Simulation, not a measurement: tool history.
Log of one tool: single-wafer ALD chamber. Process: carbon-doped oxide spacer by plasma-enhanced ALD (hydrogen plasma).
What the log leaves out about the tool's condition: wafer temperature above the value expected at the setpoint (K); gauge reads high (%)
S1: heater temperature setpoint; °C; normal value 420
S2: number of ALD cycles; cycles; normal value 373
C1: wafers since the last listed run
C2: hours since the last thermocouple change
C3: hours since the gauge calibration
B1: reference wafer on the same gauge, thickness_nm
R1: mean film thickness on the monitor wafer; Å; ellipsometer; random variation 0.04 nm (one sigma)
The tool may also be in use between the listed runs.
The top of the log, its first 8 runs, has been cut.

run 9 hour=426.9 | S1=420 S2=373 | C1=93 C2=1749.3 C3=876.9 | B1=14.106 | R1=157.56
run 10 hour=468.6 | S1=420 S2=373 | C1=59 C2=1791.0 C3=918.6 | B1=14.101 | R1=158.15
run 11 hour=502.3 | S1=420 S2=373 | C1=47 C2=1824.7 C3=952.3 | B1=14.096 | R1=157.68
run 12 hour=571.2 | S1=420 S2=373 | C1=97 C2=1893.6 C3=1021.2 | B1=14.096 | R1=157.27
run 13 hour=597.6 | S1=420 S2=389 | C1=37 C2=1920.0 C3=1047.6 | B1=14.096 | R1=164.98
-- hour=604.8 gauge calibrated
run 14 hour=702.1 | S1=420 S2=373 | C1=147 C2=2024.5 C3=97.3 | B1=14.103 | R1=156.79
run 15 hour=735.6 | S1=420 S2=373 | C1=47 C2=2058.0 C3=130.8 | B1=14.102 | R1=156.95
run 16 hour=796.3 | S1=420 S2=373 | C1=85 C2=2118.7 C3=191.5 | B1=14.099 | R1=157.06
run 17 hour=866.9 | S1=416 S2=320 | C1=99 C2=2189.3 C3=262.1 | B1=14.098 | R1=136.07
run 18 hour=892.0 | S1=416 S2=439 | C1=35 C2=2214.4 C3=287.2 | B1=14.108 | R1=187.39
run 19 hour=917.9 | S1=431 S2=373 | C1=36 C2=2240.3 C3=313.1 | B1=14.102 | R1=151.72
run 20 hour=973.7 | S1=420 S2=373 | C1=79 C2=2296.1 C3=368.9 | B1=14.092 | R1=155.77
run 21 hour=1021.8 | S1=420 S2=373 | C1=68 C2=2344.2 C3=417.0 | B1=14.101 | R1=156.77
-- hour=1054.1 thermocouple changed; heater temperature recalibrated
run 22 hour=1068.7 | S1=410 S2=402 | C1=55 C2=14.6 C3=463.9 | B1=14.103 | R1=177.11
run 23 hour=1110.1 | S1=409 S2=403 | C1=58 C2=56.0 C3=505.3 | B1=14.109 | R1=178.03
run 24 hour=1226.5 | S1=420 S2=373 | C1=164 C2=172.4 C3=621.7 | B1=14.110 | R1=159.16
run 25 hour=1253.2 | S1=420 S2=373 | C1=37 C2=199.1 C3=648.4 | B1=14.101 | R1=159.68
run 26 hour=1292.5 | S1=433 S2=344 | C1=55 C2=238.4 C3=687.7 | B1=14.101 | R1=141.91

The next listed run, before its measurement:
run 27 hour=1349.1 | S1=414 S2=373 | C1=80 C2=295.0 C3=744.3 | B1=? | R1=?

B1: 14.094
R1: 163.14 Å
With no hidden state in the tool, this same run would have given R1 163.37 Å.
